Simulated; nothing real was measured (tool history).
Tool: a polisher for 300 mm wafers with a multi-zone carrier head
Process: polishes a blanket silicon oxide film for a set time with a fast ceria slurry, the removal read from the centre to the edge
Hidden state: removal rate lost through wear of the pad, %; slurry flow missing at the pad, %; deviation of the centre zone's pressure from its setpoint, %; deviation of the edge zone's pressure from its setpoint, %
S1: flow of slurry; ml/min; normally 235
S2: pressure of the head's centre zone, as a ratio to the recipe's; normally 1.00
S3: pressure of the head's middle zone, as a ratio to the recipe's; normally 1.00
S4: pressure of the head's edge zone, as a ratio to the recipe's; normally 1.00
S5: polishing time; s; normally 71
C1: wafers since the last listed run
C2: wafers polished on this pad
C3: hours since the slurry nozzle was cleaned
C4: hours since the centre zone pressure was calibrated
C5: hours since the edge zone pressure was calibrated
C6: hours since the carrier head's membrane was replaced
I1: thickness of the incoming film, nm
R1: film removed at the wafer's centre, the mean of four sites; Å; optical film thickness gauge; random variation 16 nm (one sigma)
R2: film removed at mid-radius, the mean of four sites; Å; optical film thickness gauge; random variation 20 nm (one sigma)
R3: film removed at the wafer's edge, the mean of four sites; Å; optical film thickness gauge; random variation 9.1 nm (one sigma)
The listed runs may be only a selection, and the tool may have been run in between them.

{"run": 1, "hour": 0.0, "S1": 235, "S2": 1.0, "S3": 1.0, "S4": 1.0, "S5": 71, "C1": 0, "C2": 73, "C3": 32.2, "C4": 479.5, "C5": 366.3, "C6": 79.3, "I1": 3383.3, "R1": 13436, "R2": 13485, "R3": 13768}
{"run": 2, "hour": 57.0, "S1": 235, "S2": 1.0, "S3": 1.0, "S4": 1.0, "S5": 71, "C1": 550, "C2": 624, "C3": 89.2, "C4": 536.5, "C5": 423.3, "C6": 136.3, "I1": 3383.3, "R1": 13631, "R2": 13968, "R3": 13770}
{"run": 3, "hour": 161.9, "S1": 235, "S2": 1.0, "S3": 1.0, "S4": 1.0, "S5": 71, "C1": 1013, "C2": 1638, "C3": 194.1, "C4": 641.4, "C5": 528.2, "C6": 241.2, "I1": 3406.2, "R1": 13454, "R2": 13664, "R3": 13402}
{"run": 4, "hour": 233.5, "S1": 235, "S2": 1.0, "S3": 1.0, "S4": 1.0, "S5": 71, "C1": 691, "C2": 2329, "C3": 265.7, "C4": 713.0, "C5": 599.8, "C6": 312.8, "I1": 3432.6, "R1": 12891, "R2": 13148, "R3": 13223}
{"run": 5, "hour": 275.1, "S1": 255, "S2": 1.0, "S3": 1.0, "S4": 1.0, "S5": 71, "C1": 401, "C2": 2731, "C3": 307.3, "C4": 754.6, "C5": 641.4, "C6": 354.4, "I1": 3418.7, "R1": 12936, "R2": 13519, "R3": 13073}
{"hour": 348.3, "done": "worn pad replaced by a new one"}
{"hour": 366.4, "done": "carrier head's membrane replaced by a new one"}
{"run": 6, "hour": 366.9, "S1": 255, "S2": 1.0, "S3": 1.0, "S4": 1.0, "S5": 71, "C1": 800, "C2": 130, "C3": 399.1, "C4": 846.4, "C5": 733.2, "C6": 0.5, "I1": 3345.6, "R1": 14145, "R2": 13988, "R3": 14123}
{"run": 7, "hour": 427.8, "S1": 255, "S2": 1.0, "S3": 1.0, "S4": 1.0, "S5": 71, "C1": 588, "C2": 719, "C3": 460.0, "C4": 907.3, "C5": 794.1, "C6": 61.4, "I1": 3387.7, "R1": 13500, "R2": 14234, "R3": 14007}
{"run": 8, "hour": 522.7, "S1": 260, "S2": 1.0, "S3": 1.0, "S4": 1.0, "S5": 71, "C1": 916, "C2": 1636, "C3": 554.9, "C4": 1002.2, "C5": 889.0, "C6": 156.3, "I1": 3367.9, "R1": 13729, "R2": 13602, "R3": 13609}
{"run": 9, "hour": 577.0, "S1": 260, "S2": 1.0, "S3": 1.0, "S4": 1.0, "S5": 71, "C1": 524, "C2": 2160, "C3": 609.2, "C4": 1056.5, "C5": 943.3, "C6": 210.6, "I1": 3444.4, "R1": 13227, "R2": 13540, "R3": 13456}
{"run": 10, "hour": 653.4, "S1": 235, "S2": 1.0, "S3": 1.0, "S4": 1.09, "S5": 71, "C1": 738, "C2": 2899, "C3": 685.6, "C4": 1132.9, "C5": 1019.7, "C6": 287.0, "I1": 3430.5, "R1": 12699, "R2": 12778, "R3": 13550}
{"hour": 717.4, "done": "worn pad replaced by a new one"}
{"hour": 724.3, "done": "centre zone pressure recalibrated"}
{"hour": 739.9, "done": "edge zone pressure recalibrated"}
{"run": 11, "hour": 746.7, "S1": 235, "S2": 1.11, "S3": 1.0, "S4": 1.0, "S5": 60, "C1": 824, "C2": 244, "C3": 778.9, "C4": 22.4, "C5": 6.8, "C6": 380.3, "I1": 3423.5, "R1": 12628, "R2": 11856, "R3": 11861}
{"hour": 761.0, "done": "slurry nozzle cleaned"}
{"run": 12, "hour": 836.7, "S1": 235, "S2": 1.0, "S3": 1.0, "S4": 1.0, "S5": 71, "C1": 859, "C2": 1104, "C3": 75.7, "C4": 112.4, "C5": 96.8, "C6": 470.3, "I1": 3357.4, "R1": 13462, "R2": 13853, "R3": 13706}
{"hour": 841.7, "done": "carrier head's membrane replaced by a new one"}
{"run": 13, "hour": 910.7, "S1": 235, "S2": 1.0, "S3": 1.0, "S4": 1.0, "S5": 71, "C1": 666, "C2": 1771, "C3": 149.7, "C4": 186.4, "C5": 170.8, "C6": 69.0, "I1": 3401.3, "R1": 13446, "R2": 13782, "R3": 13589}
{"run": 14, "hour": 967.2, "S1": 205, "S2": 1.0, "S3": 1.12, "S4": 1.0, "S5": 71, "C1": 545, "C2": 2317, "C3": 206.2, "C4": 242.9, "C5": 227.3, "C6": 125.5, "I1": 3408.3, "R1": 12688, "R2": 14482, "R3": 13105}
{"run": 15, "hour": 1062.2, "S1": 300, "S2": 1.0, "S3": 1.06, "S4": 1.0, "S5": 71, "C1": 917, "C2": 3235, "C3": 301.2, "C4": 337.9, "C5": 322.3, "C6": 220.5, "I1": 3373.1, "R1": 12839, "R2": 13664, "R3": 13032}
{"hour": 1098.7, "done": "worn pad replaced by a new one"}
{"run": 16, "hour": 1330.4, "S1": 235, "S2": 1.0, "S3": 1.0, "S4": 0.89, "S5": 71, "C1": 2552, "C2": 2238, "C3": 569.4, "C4": 606.1, "C5": 590.5, "C6": 488.7, "I1": 3449.4, "R1": 12813, "R2": 12814, "R3": 12485}
{"hour": 1402.8, "done": "slurry nozzle cleaned"}
{"run": 17, "hour": 1405.7, "S1": 310, "S2": 1.12, "S3": 1.0, "S4": 1.04, "S5": 49, "C1": 717, "C2": 2956, "C3": 2.9, "C4": 681.4, "C5": 665.8, "C6": 564.0, "I1": 3412.3, "R1": 9781, "R2": 9247, "R3": 9178}
{"hour": 1412.0, "done": "carrier head's membrane replaced by a new one"}
{"hour": 1482.5, "done": "worn pad replaced by a new one"}
{"run": 18, "hour": 1497.0, "S1": 235, "S2": 1.0, "S3": 1.0, "S4": 1.0, "S5": 81, "C1": 795, "C2": 139, "C3": 94.2, "C4": 772.7, "C5": 757.1, "C6": 85.0, "I1": 3353.3, "R1": 15296, "R2": 15612, "R3": 15728}
{"run": 19, "hour": 1586.1, "S1": 235, "S2": 1.0, "S3": 0.94, "S4": 1.0, "S5": 71, "C1": 860, "C2": 1000, "C3": 183.3, "C4": 861.8, "C5": 846.2, "C6": 174.1, "I1": 3337.7, "R1": 13486, "R2": 13230, "R3": 13834}
{"hour": 1744.6, "done": "centre zone pressure recalibrated"}
{"run": 20, "hour": 1772.1, "S1": 170, "S2": 1.0, "S3": 1.12, "S4": 1.0, "S5": 71, "C1": 1777, "C2": 2778, "C3": 369.3, "C4": 27.5, "C5": 1032.2, "C6": 360.1, "I1": 3446.0, "R1": 12371, "R2": 13689, "R3": 12630}
{"run": 21, "hour": 1812.9, "S1": 235, "S2": 1.06, "S3": 1.0, "S4": 0.92, "S5": 71, "C1": 394, "C2": 3172, "C3": 410.1, "C4": 68.3, "C5": 1073.0, "C6": 400.9, "I1": 3394.0, "R1": 13210, "R2": 12825, "R3": 12228}
{"hour": 1858.2, "done": "worn pad replaced by a new one"}
{"run": 22, "hour": 1861.2, "S1": 235, "S2": 1.0, "S3": 1.0, "S4": 1.0, "S5": 71, "C1": 428, "C2": 29, "C3": 458.4, "C4": 116.6, "C5": 1121.3, "C6": 449.2, "I1": 3437.3, "R1": 13616, "R2": 14149, "R3": 13741}
{"run": 23, "hour": 1930.2, "S1": 160, "S2": 1.0, "S3": 1.0, "S4": 1.0, "S5": 71, "C1": 666, "C2": 695, "C3": 527.4, "C4": 185.6, "C5": 1190.3, "C6": 518.2, "I1": 3385.8, "R1": 12274, "R2": 13064, "R3": 13161}

Each run again, without the hidden state but with its own random variation kept:
run=1 R1=13573 R2=13622 R3=13908
run=2 R1=13811 R2=14152 R3=13951
run=3 R1=13874 R2=14090 R3=13820
run=4 R1=13583 R2=13854 R3=13933
run=5 R1=13854 R2=14479 R3=14001
run=6 R1=14246 R2=14087 R3=14223
run=7 R1=13654 R2=14396 R3=14167
run=8 R1=14127 R2=13997 R3=14004
run=9 R1=13831 R2=14157 R3=14070
run=10 R1=13689 R2=13774 R3=14607
run=11 R1=12636 R2=11864 R3=11868
run=12 R1=13599 R2=13993 R3=13845
run=13 R1=13810 R2=14155 R3=13957
run=14 R1=13272 R2=15148 R3=13708
run=15 R1=14012 R2=14912 R3=14223
run=16 R1=13576 R2=13578 R3=13228
run=17 R1=10687 R2=10103 R3=10028
run=18 R1=15359 R2=15677 R3=15793
run=19 R1=13643 R2=13384 R3=13995
run=20 R1=13203 R2=14609 R3=13478
run=21 R1=14370 R2=13952 R3=13303
run=22 R1=13832 R2=14374 R3=13960
run=23 R1=12515 R2=13321 R3=13421
